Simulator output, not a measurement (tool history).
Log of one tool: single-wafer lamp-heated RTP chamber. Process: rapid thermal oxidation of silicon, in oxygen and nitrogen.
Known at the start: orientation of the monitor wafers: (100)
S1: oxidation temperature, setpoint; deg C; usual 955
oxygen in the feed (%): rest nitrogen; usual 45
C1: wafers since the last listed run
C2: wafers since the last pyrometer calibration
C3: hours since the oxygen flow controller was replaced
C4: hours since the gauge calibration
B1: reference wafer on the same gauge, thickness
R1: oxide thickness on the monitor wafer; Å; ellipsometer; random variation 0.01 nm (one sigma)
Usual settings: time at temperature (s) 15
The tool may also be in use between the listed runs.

{"run": 1, "hour": 0.0, "S1": 963, "time at temperature (s)": 10, "oxygen in the feed (%)": 45, "C1": 0, "C2": 2461, "C3": 5160.4, "C4": 283.5, "B1": 2.751, "R1": 22.59}
{"run": 2, "hour": 14.1, "S1": 955, "time at temperature (s)": 15, "oxygen in the feed (%)": 45, "C1": 120, "C2": 2581, "C3": 5174.5, "C4": 297.6, "B1": 2.75, "R1": 23.81}
{"run": 3, "hour": 43.9, "S1": 955, "time at temperature (s)": 15, "oxygen in the feed (%)": 45, "C1": 253, "C2": 2835, "C3": 5204.3, "C4": 327.4, "B1": 2.748, "R1": 23.94}
{"run": 4, "hour": 78.3, "S1": 955, "time at temperature (s)": 15, "oxygen in the feed (%)": 45, "C1": 292, "C2": 3128, "C3": 5238.7, "C4": 361.8, "B1": 2.752, "R1": 24.14}
{"run": 5, "hour": 109.6, "S1": 955, "time at temperature (s)": 15, "oxygen in the feed (%)": 45, "C1": 266, "C2": 3394, "C3": 5270.0, "C4": 393.1, "B1": 2.754, "R1": 24.14}
{"run": 6, "hour": 139.4, "S1": 955, "time at temperature (s)": 15, "oxygen in the feed (%)": 51, "C1": 253, "C2": 3648, "C3": 5299.8, "C4": 422.9, "B1": 2.752, "R1": 24.51}
{"run": 7, "hour": 163.7, "S1": 955, "time at temperature (s)": 15, "oxygen in the feed (%)": 51, "C1": 206, "C2": 3855, "C3": 5324.1, "C4": 447.2, "B1": 2.749, "R1": 24.32}
{"run": 8, "hour": 186.3, "S1": 955, "time at temperature (s)": 15, "oxygen in the feed (%)": 45, "C1": 192, "C2": 4047, "C3": 5346.7, "C4": 469.8, "B1": 2.751, "R1": 23.82}
{"hour": 225.4, "done": "oxygen flow controller replaced"}
{"run": 9, "hour": 240.1, "S1": 955, "time at temperature (s)": 15, "oxygen in the feed (%)": 45, "C1": 390, "C2": 4438, "C3": 14.7, "C4": 523.6, "B1": 2.746, "R1": 24.03}
{"run": 10, "hour": 254.3, "S1": 955, "time at temperature (s)": 15, "oxygen in the feed (%)": 45, "C1": 120, "C2": 4558, "C3": 28.9, "C4": 537.8, "B1": 2.752, "R1": 23.81}
{"run": 11, "hour": 272.5, "S1": 955, "time at temperature (s)": 15, "oxygen in the feed (%)": 45, "C1": 155, "C2": 4713, "C3": 47.1, "C4": 556.0, "B1": 2.753, "R1": 24.14}
{"hour": 307.3, "done": "pyrometer window cleaned and pyrometer calibrated"}
{"run": 12, "hour": 307.8, "S1": 955, "time at temperature (s)": 15, "oxygen in the feed (%)": 45, "C1": 232, "C2": 4, "C3": 82.4, "C4": 591.3, "B1": 2.751, "R1": 24.27}
{"run": 13, "hour": 321.9, "S1": 955, "time at temperature (s)": 15, "oxygen in the feed (%)": 45, "C1": 120, "C2": 124, "C3": 96.5, "C4": 605.4, "B1": 2.756, "R1": 24.41}
{"run": 14, "hour": 343.1, "S1": 930, "time at temperature (s)": 22, "oxygen in the feed (%)": 75, "C1": 180, "C2": 304, "C3": 117.7, "C4": 626.6, "B1": 2.752, "R1": 26.25}
{"run": 15, "hour": 375.7, "S1": 955, "time at temperature (s)": 19, "oxygen in the feed (%)": 45, "C1": 277, "C2": 582, "C3": 150.3, "C4": 659.2, "B1": 2.747, "R1": 25.72}
{"hour": 403.3, "done": "pyrometer window cleaned and pyrometer calibrated, repeated, since the last time left the tool worse"}
{"run": 16, "hour": 403.8, "S1": 946, "time at temperature (s)": 11, "oxygen in the feed (%)": 58, "C1": 171, "C2": 3, "C3": 178.4, "C4": 687.3, "B1": 2.749, "R1": 22.46}
{"run": 17, "hour": 419.4, "S1": 955, "time at temperature (s)": 15, "oxygen in the feed (%)": 70, "C1": 132, "C2": 136, "C3": 194.0, "C4": 702.9, "B1": 2.75, "R1": 25.12}
{"run": 18, "hour": 443.8, "S1": 955, "time at temperature (s)": 15, "oxygen in the feed (%)": 45, "C1": 207, "C2": 344, "C3": 218.4, "C4": 727.3, "B1": 2.749, "R1": 23.72}
{"run": 19, "hour": 459.3, "S1": 968, "time at temperature (s)": 11, "oxygen in the feed (%)": 20, "C1": 132, "C2": 476, "C3": 233.9, "C4": 742.8, "B1": 2.754, "R1": 21.56}
{"run": 20, "hour": 490.0, "S1": 955, "time at temperature (s)": 15, "oxygen in the feed (%)": 45, "C1": 261, "C2": 738, "C3": 264.6, "C4": 773.5, "B1": 2.747, "R1": 23.71}
{"hour": 508.2, "done": "gauge calibrated"}
{"run": 21, "hour": 517.8, "S1": 955, "time at temperature (s)": 18, "oxygen in the feed (%)": 27, "C1": 236, "C2": 974, "C3": 292.4, "C4": 9.6, "B1": 2.75, "R1": 23.11}
{"run": 22, "hour": 544.9, "S1": 955, "time at temperature (s)": 15, "oxygen in the feed (%)": 45, "C1": 230, "C2": 1205, "C3": 319.5, "C4": 36.7, "B1": 2.748, "R1": 23.72}
{"run": 23, "hour": 569.9, "S1": 972, "time at temperature (s)": 8, "oxygen in the feed (%)": 30, "C1": 212, "C2": 1418, "C3": 344.5, "C4": 61.7, "B1": 2.749, "R1": 21.71}
{"run": 24, "hour": 602.4, "S1": 970, "time at temperature (s)": 15, "oxygen in the feed (%)": 23, "C1": 276, "C2": 1695, "C3": 377.0, "C4": 94.2, "B1": 2.753, "R1": 23.04}
{"run": 25, "hour": 618.4, "S1": 955, "time at temperature (s)": 15, "oxygen in the feed (%)": 45, "C1": 136, "C2": 1831, "C3": 393.0, "C4": 110.2, "B1": 2.75, "R1": 23.87}
{"run": 26, "hour": 648.1, "S1": 955, "time at temperature (s)": 19, "oxygen in the feed (%)": 36, "C1": 252, "C2": 2084, "C3": 422.7, "C4": 139.9, "B1": 2.748, "R1": 24.27}

4 ways to go on from here, each from the tool as it stands after run 26. What would each give?
{"run": "A", "hour": 648.5, "S1": 946, "time at temperature (s)": 15, "oxygen in the feed (%)": 45, "C1": 3, "C2": 2088, "C3": 423.1, "C4": 140.3, "B1": "?", "R1": "?"}
{"run": "B", "hour": 648.5, "S1": 955, "time at temperature (s)": 9, "oxygen in the feed (%)": 45, "C1": 3, "C2": 2088, "C3": 423.1, "C4": 140.3, "B1": "?", "R1": "?"}
{"run": "C", "hour": 648.5, "S1": 969, "time at temperature (s)": 18, "oxygen in the feed (%)": 23, "C1": 3, "C2": 2088, "C3": 423.1, "C4": 140.3, "B1": "?", "R1": "?"}
{"run": "D", "hour": 648.5, "S1": 927, "time at temperature (s)": 15, "oxygen in the feed (%)": 45, "C1": 3, "C2": 2088, "C3": 423.1, "C4": 140.3, "B1": "?", "R1": "?"}

run=A B1=2.753 R1=23.44
run=B B1=2.753 R1=22.03
run=C B1=2.753 R1=23.92
run=D B1=2.753 R1=22.36
Without the tool's hidden state the same runs would have given:
run=A R1=23.11
run=B R1=21.77
run=C R1=23.59
run=D R1=22.10
